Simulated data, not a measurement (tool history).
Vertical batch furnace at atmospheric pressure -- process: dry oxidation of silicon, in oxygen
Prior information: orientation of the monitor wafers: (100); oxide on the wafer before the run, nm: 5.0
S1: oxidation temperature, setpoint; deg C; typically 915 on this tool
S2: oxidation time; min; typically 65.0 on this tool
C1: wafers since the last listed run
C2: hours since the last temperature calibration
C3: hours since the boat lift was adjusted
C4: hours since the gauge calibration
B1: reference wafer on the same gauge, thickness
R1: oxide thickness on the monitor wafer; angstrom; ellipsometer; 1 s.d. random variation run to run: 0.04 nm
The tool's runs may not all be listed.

{"run": 1, "day": 0.0, "S1": 932, "S2": 46.5, "C1": 0, "C2": 1638.3, "C3": 2416.5, "C4": 65.5, "B1": 24.3, "R1": 268.3}
{"run": 2, "day": 0.292, "S1": 923, "S2": 47.0, "C1": 57, "C2": 1645.3, "C3": 2423.5, "C4": 72.5, "B1": 24.31, "R1": 249.3}
{"run": 3, "day": 0.842, "S1": 923, "S2": 47.0, "C1": 107, "C2": 1658.5, "C3": 2436.7, "C4": 85.7, "B1": 24.3, "R1": 249.5}
{"run": 4, "day": 1.367, "S1": 915, "S2": 65.0, "C1": 103, "C2": 1671.1, "C3": 2449.3, "C4": 98.3, "B1": 24.3, "R1": 282.8}
{"run": 5, "day": 1.85, "S1": 915, "S2": 65.0, "C1": 94, "C2": 1682.7, "C3": 2460.9, "C4": 109.9, "B1": 24.3, "R1": 283.5}
{"run": 6, "day": 2.262, "S1": 905, "S2": 65.0, "C1": 80, "C2": 1692.6, "C3": 2470.8, "C4": 119.8, "B1": 24.3, "R1": 259.2}
{"run": 7, "day": 3.021, "S1": 905, "S2": 65.0, "C1": 148, "C2": 1710.8, "C3": 2489.0, "C4": 138.0, "B1": 24.3, "R1": 259.1}
{"run": 8, "day": 3.371, "S1": 904, "S2": 65.0, "C1": 68, "C2": 1719.2, "C3": 2497.4, "C4": 146.4, "B1": 24.3, "R1": 257.6}
{"day": 3.675, "done": "gauge calibrated"}
{"day": 5.421, "done": "thermocouples replaced and temperature profile calibrated"}
{"day": 6.05, "done": "boat lift adjusted"}
{"run": 9, "day": 6.071, "S1": 907, "S2": 48.5, "C1": 210, "C2": 15.6, "C3": 0.5, "C4": 57.5, "B1": 24.29, "R1": 211.6}
{"run": 10, "day": 6.292, "S1": 907, "S2": 89.5, "C1": 43, "C2": 20.9, "C3": 5.8, "C4": 62.8, "B1": 24.3, "R1": 302.9}
{"run": 11, "day": 6.838, "S1": 934, "S2": 65.0, "C1": 107, "C2": 34.0, "C3": 18.9, "C4": 75.9, "B1": 24.3, "R1": 319.1}
{"run": 12, "day": 7.229, "S1": 905, "S2": 65.0, "C1": 76, "C2": 43.4, "C3": 28.3, "C4": 85.3, "B1": 24.31, "R1": 246.5}
{"run": 13, "day": 7.888, "S1": 892, "S2": 55.0, "C1": 129, "C2": 59.2, "C3": 44.1, "C4": 101.1, "B1": 24.3, "R1": 198.9}
{"run": 14, "day": 8.604, "S1": 915, "S2": 65.0, "C1": 140, "C2": 76.4, "C3": 61.3, "C4": 118.3, "B1": 24.3, "R1": 269.1}
{"run": 15, "day": 9.392, "S1": 938, "S2": 90.0, "C1": 154, "C2": 95.3, "C3": 80.2, "C4": 137.2, "B1": 24.3, "R1": 408.6}

Forecast each of these 5 alternatives for the next run:
{"run": "A", "day": 9.592, "S1": 915, "S2": 65.0, "C1": 39, "C2": 100.1, "C3": 85.0, "C4": 142.0, "B1": "?", "R1": "?"}
{"run": "B", "day": 9.592, "S1": 939, "S2": 32.5, "C1": 39, "C2": 100.1, "C3": 85.0, "C4": 142.0, "B1": "?", "R1": "?"}
{"run": "C", "day": 9.592, "S1": 922, "S2": 95.5, "C1": 39, "C2": 100.1, "C3": 85.0, "C4": 142.0, "B1": "?", "R1": "?"}
{"run": "D", "day": 9.592, "S1": 906, "S2": 78.5, "C1": 39, "C2": 100.1, "C3": 85.0, "C4": 142.0, "B1": "?", "R1": "?"}
{"run": "E", "day": 9.592, "S1": 905, "S2": 86.0, "C1": 39, "C2": 100.1, "C3": 85.0, "C4": 142.0, "B1": "?", "R1": "?"}

run=A B1=24.30 R1=269.1
run=B B1=24.30 R1=221.0
run=C B1=24.30 R1=364.0
run=D B1=24.30 R1=277.8
run=E B1=24.30 R1=290.8
With no hidden state in the tool, these same runs would have given:
run=A R1=269.0
run=B R1=220.8
run=C R1=363.8
run=D R1=277.6
run=E R1=290.6

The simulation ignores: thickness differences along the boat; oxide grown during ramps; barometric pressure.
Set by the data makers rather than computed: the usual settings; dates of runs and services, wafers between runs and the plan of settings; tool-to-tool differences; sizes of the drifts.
